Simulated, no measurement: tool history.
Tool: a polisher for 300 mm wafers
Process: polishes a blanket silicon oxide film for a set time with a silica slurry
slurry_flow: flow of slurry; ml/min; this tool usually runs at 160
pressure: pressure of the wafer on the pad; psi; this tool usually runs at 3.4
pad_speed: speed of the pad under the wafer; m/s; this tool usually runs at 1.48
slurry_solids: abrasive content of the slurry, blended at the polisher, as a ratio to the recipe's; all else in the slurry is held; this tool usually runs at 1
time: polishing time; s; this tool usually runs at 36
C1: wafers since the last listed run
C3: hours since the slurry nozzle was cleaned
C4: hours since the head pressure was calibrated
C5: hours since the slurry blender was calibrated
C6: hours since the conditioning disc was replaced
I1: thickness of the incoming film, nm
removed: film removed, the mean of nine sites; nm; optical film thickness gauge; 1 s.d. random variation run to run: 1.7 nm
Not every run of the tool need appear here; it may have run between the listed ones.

Run 1, day 0: usual settings; C1 0; wafers polished on this pad 83; C3 742.3; C4 1181.5; C5 271.4; C6 85.7; I1 1131.6. Result: removed 128.2 nm.
Run 2, day 0.725: usual settings; C1 214; wafers polished on this pad 298; C3 759.7; C4 1198.9; C5 288.8; C6 103.1; I1 1161.7. Result: removed 123 nm.
Run 3, day 1.025: usual settings; C1 88; wafers polished on this pad 387; C3 766.9; C4 1206.1; C5 296; C6 110.3; I1 1142.9. Result: removed 123 nm.
Run 4, day 1.446: usual settings; C1 124; wafers polished on this pad 511; C3 777; C4 1216.2; C5 306.1; C6 120.4; I1 1139.1. Result: removed 120.8 nm.
Run 5, day 2.167: usual settings; C1 213; wafers polished on this pad 724; C3 794.3; C4 1233.5; C5 323.4; C6 137.7; I1 1152.5. Result: removed 120.6 nm.
Run 6, day 2.854: usual settings; C1 203; wafers polished on this pad 928; C3 810.8; C4 1250; C5 339.9; C6 154.2; I1 1149.8. Result: removed 119.7 nm.
Run 7, day 3.142: usual settings; C1 85; wafers polished on this pad 1013; C3 817.7; C4 1256.9; C5 346.8; C6 161.1; I1 1129.2. Result: removed 118.6 nm.
At day 3.517: worn pad replaced by a new one.
Run 8, day 3.588: usual settings; C1 82; wafers polished on this pad 20; C3 828.4; C4 1267.6; C5 357.5; C6 171.8; I1 1137.1. Result: removed 129.2 nm.
Run 9, day 4.117: usual settings; C1 156; wafers polished on this pad 177; C3 841.1; C4 1280.3; C5 370.2; C6 184.5; I1 1128.7. Result: removed 124.1 nm.
Run 10, day 4.483: usual settings; C1 108; wafers polished on this pad 285; C3 849.9; C4 1289.1; C5 379; C6 193.3; I1 1136.2. Result: removed 119.1 nm.
Run 11, day 5.217: usual settings; C1 216; wafers polished on this pad 502; C3 867.5; C4 1306.7; C5 396.6; C6 210.9; I1 1138.2. Result: removed 116.4 nm.
At day 5.354: conditioning disc replaced and pad reconditioned.
Run 12, day 5.7: usual settings but slurry_flow 115 ml/min, slurry_solids 1.1; C1 118; wafers polished on this pad 620; C3 879.1; C4 1318.3; C5 408.2; C6 8.3; I1 1125.1. Result: removed 117.3 nm.
Run 13, day 6.138: usual settings; C1 129; wafers polished on this pad 750; C3 889.6; C4 1328.8; C5 418.7; C6 18.8; I1 1135.1. Result: removed 116 nm.
Run 14, day 6.396: usual settings but pressure 3.7 psi, slurry_solids 1.3; C1 76; wafers polished on this pad 826; C3 895.8; C4 1335; C5 424.9; C6 25; I1 1139.2. Result: removed 141.9 nm.
Run 15, day 6.908: usual settings but slurry_solids 0.85, time 24 s; C1 151; wafers polished on this pad 978; C3 908.1; C4 1347.3; C5 437.2; C6 37.3; I1 1155.4. Result: removed 70.1 nm.
At day 7.179: slurry nozzle cleaned.
At day 7.317: slurry blender recalibrated.
At day 7.4: worn pad replaced by a new one, of another model than before.
Run 16, day 7.421: usual settings but pressure 3 psi, pad_speed 1.76 m/s, time 40 s; C1 90; wafers polished on this pad 6; C3 5.8; C4 1359.6; C5 2.5; C6 49.6; I1 1145.3. Result: removed 156 nm.
At day 7.667: head pressure recalibrated.
Run 17, day 7.842: usual settings; C1 99; wafers polished on this pad 106; C3 15.9; C4 4.2; C5 12.6; C6 59.7; I1 1160.9. Result: removed 124.5 nm.
Run 18, day 8.129: usual settings; C1 85; wafers polished on this pad 191; C3 22.8; C4 11.1; C5 19.5; C6 66.6; I1 1146.6. Result: removed 125.6 nm.

For run 19, what comes out?
Run 19, day 8.8: usual settings but slurry_flow 110 ml/min, time 44 s; C1 198; wafers polished on this pad 389; C3 38.9; C4 27.2; C5 35.6; C6 82.7; I1 1136. Result: removed ?.

{"run 19": {"removed": 142.9}}
Were there no unlogged condition in the tool, this run, its random variation unchanged, would have produced removed 155.2 nm.
